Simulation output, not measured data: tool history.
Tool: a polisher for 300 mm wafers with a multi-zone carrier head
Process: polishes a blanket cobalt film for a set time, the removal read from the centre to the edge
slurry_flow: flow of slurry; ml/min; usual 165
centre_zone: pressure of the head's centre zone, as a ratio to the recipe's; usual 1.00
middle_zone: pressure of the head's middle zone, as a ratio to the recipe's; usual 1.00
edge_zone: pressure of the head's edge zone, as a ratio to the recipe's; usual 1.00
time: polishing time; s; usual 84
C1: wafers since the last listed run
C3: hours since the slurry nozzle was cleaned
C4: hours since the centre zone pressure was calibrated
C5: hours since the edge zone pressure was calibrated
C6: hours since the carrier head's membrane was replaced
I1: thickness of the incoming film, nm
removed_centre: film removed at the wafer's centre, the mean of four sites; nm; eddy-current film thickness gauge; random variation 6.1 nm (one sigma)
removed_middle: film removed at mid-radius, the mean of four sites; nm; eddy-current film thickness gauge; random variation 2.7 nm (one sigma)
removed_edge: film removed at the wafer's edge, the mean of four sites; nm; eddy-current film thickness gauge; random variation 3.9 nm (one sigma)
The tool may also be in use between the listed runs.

run 1 hour=0.0 | slurry_flow=145 centre_zone=1.00 middle_zone=1.00 edge_zone=1.00 time=69 | C1=0 wafers_polished_on_this_pad=2639 C3=552.2 C4=359.2 C5=143.8 C6=234.0 | I1=1550.8 | removed_centre=344.3 removed_middle=344.0 removed_edge=350.8
run 2 hour=56.7 | slurry_flow=165 centre_zone=1.00 middle_zone=1.00 edge_zone=1.00 time=84 | C1=412 wafers_polished_on_this_pad=3052 C3=608.9 C4=415.9 C5=200.5 C6=290.7 | I1=1556.2 | removed_centre=428.7 removed_middle=429.5 removed_edge=427.1
run 3 hour=156.1 | slurry_flow=165 centre_zone=0.88 middle_zone=0.96 edge_zone=1.10 time=57 | C1=723 wafers_polished_on_this_pad=3775 C3=708.3 C4=515.3 C5=299.9 C6=390.1 | I1=1529.3 | removed_centre=248.8 removed_middle=275.4 removed_edge=295.4
run 4 hour=243.1 | slurry_flow=165 centre_zone=1.00 middle_zone=0.96 edge_zone=1.00 time=84 | C1=632 wafers_polished_on_this_pad=4408 C3=795.3 C4=602.3 C5=386.9 C6=477.1 | I1=1562.6 | removed_centre=405.7 removed_middle=404.3 removed_edge=420.0
-- hour=248.6 slurry nozzle cleaned
run 5 hour=284.4 | slurry_flow=110 centre_zone=1.00 middle_zone=1.06 edge_zone=1.07 time=75 | C1=293 wafers_polished_on_this_pad=4701 C3=35.8 C4=643.6 C5=428.2 C6=518.4 | I1=1527.7 | removed_centre=332.2 removed_middle=355.2 removed_edge=351.7
-- hour=346.4 worn pad replaced by a new one
run 6 hour=364.4 | slurry_flow=165 centre_zone=1.00 middle_zone=0.94 edge_zone=1.00 time=84 | C1=552 wafers_polished_on_this_pad=131 C3=115.8 C4=723.6 C5=508.2 C6=598.4 | I1=1586.6 | removed_centre=445.4 removed_middle=432.0 removed_edge=451.1
run 7 hour=432.5 | slurry_flow=165 centre_zone=1.00 middle_zone=1.00 edge_zone=1.00 time=101 | C1=495 wafers_polished_on_this_pad=626 C3=183.9 C4=791.7 C5=576.3 C6=666.5 | I1=1546.6 | removed_centre=526.8 removed_middle=541.4 removed_edge=535.4
run 8 hour=511.7 | slurry_flow=165 centre_zone=1.00 middle_zone=1.00 edge_zone=0.95 time=84 | C1=576 wafers_polished_on_this_pad=1202 C3=263.1 C4=870.9 C5=655.5 C6=745.7 | I1=1568.3 | removed_centre=427.4 removed_middle=446.4 removed_edge=433.5
-- hour=540.0 centre zone pressure recalibrated
run 9 hour=581.5 | slurry_flow=165 centre_zone=1.00 middle_zone=1.00 edge_zone=1.06 time=84 | C1=493 wafers_polished_on_this_pad=1695 C3=332.9 C4=41.5 C5=725.3 C6=815.5 | I1=1573.5 | removed_centre=438.1 removed_middle=441.9 removed_edge=448.0
run 10 hour=676.3 | slurry_flow=220 centre_zone=1.00 middle_zone=1.00 edge_zone=1.00 time=84 | C1=689 wafers_polished_on_this_pad=2385 C3=427.7 C4=136.3 C5=820.1 C6=910.3 | I1=1565.2 | removed_centre=449.9 removed_middle=451.8 removed_edge=449.1
-- hour=699.1 edge zone pressure recalibrated
run 11 hour=761.1 | slurry_flow=165 centre_zone=1.00 middle_zone=1.00 edge_zone=1.00 time=84 | C1=602 wafers_polished_on_this_pad=2987 C3=512.5 C4=221.1 C5=62.0 C6=995.1 | I1=1553.7 | removed_centre=422.0 removed_middle=424.5 removed_edge=421.6
run 12 hour=868.8 | slurry_flow=210 centre_zone=1.00 middle_zone=1.04 edge_zone=0.97 time=64 | C1=783 wafers_polished_on_this_pad=3771 C3=620.2 C4=328.8 C5=169.7 C6=1102.8 | I1=1557.1 | removed_centre=327.8 removed_middle=345.4 removed_edge=328.8
run 13 hour=969.4 | slurry_flow=165 centre_zone=0.93 middle_zone=1.12 edge_zone=0.94 time=84 | C1=731 wafers_polished_on_this_pad=4503 C3=720.8 C4=429.4 C5=270.3 C6=1203.4 | I1=1562.4 | removed_centre=380.3 removed_middle=460.3 removed_edge=398.1
-- hour=996.8 carrier head's membrane replaced by a new one
run 14 hour=1023.7 | slurry_flow=165 centre_zone=1.00 middle_zone=1.04 edge_zone=0.92 time=84 | C1=358 wafers_polished_on_this_pad=4862 C3=775.1 C4=483.7 C5=324.6 C6=26.9 | I1=1589.2 | removed_centre=402.6 removed_middle=431.8 removed_edge=403.3
-- hour=1046.1 worn pad replaced by a new one
-- hour=1085.4 slurry nozzle cleaned
run 15 hour=1105.6 | slurry_flow=165 centre_zone=1.00 middle_zone=1.00 edge_zone=1.00 time=84 | C1=559 wafers_polished_on_this_pad=425 C3=20.2 C4=565.6 C5=406.5 C6=108.8 | I1=1540.5 | removed_centre=436.6 removed_middle=447.1 removed_edge=440.9
run 16 hour=1209.2 | slurry_flow=165 centre_zone=1.00 middle_zone=1.00 edge_zone=0.89 time=84 | C1=753 wafers_polished_on_this_pad=1179 C3=123.8 C4=669.2 C5=510.1 C6=212.4 | I1=1549.8 | removed_centre=434.0 removed_middle=439.0 removed_edge=409.6
run 17 hour=1303.1 | slurry_flow=190 centre_zone=1.00 middle_zone=1.00 edge_zone=1.00 time=67 | C1=683 wafers_polished_on_this_pad=1862 C3=217.7 C4=763.1 C5=604.0 C6=306.3 | I1=1533.0 | removed_centre=354.2 removed_middle=353.0 removed_edge=348.3
-- hour=1392.8 edge zone pressure recalibrated
run 18 hour=1403.2 | slurry_flow=165 centre_zone=1.00 middle_zone=1.00 edge_zone=1.00 time=112 | C1=713 wafers_polished_on_this_pad=2576 C3=317.8 C4=863.2 C5=10.4 C6=406.4 | I1=1573.6 | removed_centre=566.1 removed_middle=569.9 removed_edge=563.9
run 19 hour=1453.7 | slurry_flow=165 centre_zone=1.00 middle_zone=1.00 edge_zone=1.00 time=84 | C1=367 wafers_polished_on_this_pad=2943 C3=368.3 C4=913.7 C5=60.9 C6=456.9 | I1=1549.6 | removed_centre=412.8 removed_middle=426.2 removed_edge=431.3
run 20 hour=1557.1 | slurry_flow=195 centre_zone=1.00 middle_zone=1.00 edge_zone=0.91 time=84 | C1=752 wafers_polished_on_this_pad=3695 C3=471.7 C4=1017.1 C5=164.3 C6=560.3 | I1=1570.4 | removed_centre=428.8 removed_middle=433.6 removed_edge=408.7
run 21 hour=1635.4 | slurry_flow=165 centre_zone=1.10 middle_zone=1.05 edge_zone=1.00 time=84 | C1=569 wafers_polished_on_this_pad=4265 C3=550.0 C4=1095.4 C5=242.6 C6=638.6 | I1=1546.9 | removed_centre=454.1 removed_middle=429.0 removed_edge=417.6
-- hour=1694.6 centre zone pressure recalibrated
run 22 hour=1743.3 | slurry_flow=165 centre_zone=1.00 middle_zone=1.00 edge_zone=1.00 time=97 | C1=770 wafers_polished_on_this_pad=5035 C3=657.9 C4=48.7 C5=350.5 C6=746.5 | I1=1552.1 | removed_centre=474.9 removed_middle=479.2 removed_edge=470.7

Forecast each of these 4 alternatives for the next run:
run A hour=1743.7 | slurry_flow=165 centre_zone=1.00 middle_zone=1.00 edge_zone=1.00 time=84 | C1=2 wafers_polished_on_this_pad=5038 C3=658.3 C4=49.1 C5=350.9 C6=746.9 | I1=1527.3 | removed_centre=? removed_middle=? removed_edge=?
run B hour=1743.7 | slurry_flow=165 centre_zone=1.04 middle_zone=1.03 edge_zone=1.00 time=84 | C1=2 wafers_polished_on_this_pad=5038 C3=658.3 C4=49.1 C5=350.9 C6=746.9 | I1=1527.3 | removed_centre=? removed_middle=? removed_edge=?
run C hour=1743.7 | slurry_flow=115 centre_zone=1.06 middle_zone=1.00 edge_zone=1.00 time=84 | C1=2 wafers_polished_on_this_pad=5038 C3=658.3 C4=49.1 C5=350.9 C6=746.9 | I1=1527.3 | removed_centre=? removed_middle=? removed_edge=?
run D hour=1743.7 | slurry_flow=165 centre_zone=1.00 middle_zone=0.95 edge_zone=1.00 time=84 | C1=2 wafers_polished_on_this_pad=5038 C3=658.3 C4=49.1 C5=350.9 C6=746.9 | I1=1527.3 | removed_centre=? removed_middle=? removed_edge=?

run=A removed_centre=397.5 removed_middle=413.3 removed_edge=411.0
run=B removed_centre=412.5 removed_middle=423.7 removed_edge=410.8
run=C removed_centre=384.0 removed_middle=381.9 removed_edge=388.6
run=D removed_centre=397.4 removed_middle=395.8 removed_edge=411.3
Without the tool's hidden state the same runs would have given:
run=A removed_centre=438.2 removed_middle=455.5 removed_edge=453.0
run=B removed_centre=454.7 removed_middle=467.0 removed_edge=452.8
run=C removed_centre=423.3 removed_middle=421.0 removed_edge=428.4
run=D removed_centre=438.0 removed_middle=436.3 removed_edge=453.3

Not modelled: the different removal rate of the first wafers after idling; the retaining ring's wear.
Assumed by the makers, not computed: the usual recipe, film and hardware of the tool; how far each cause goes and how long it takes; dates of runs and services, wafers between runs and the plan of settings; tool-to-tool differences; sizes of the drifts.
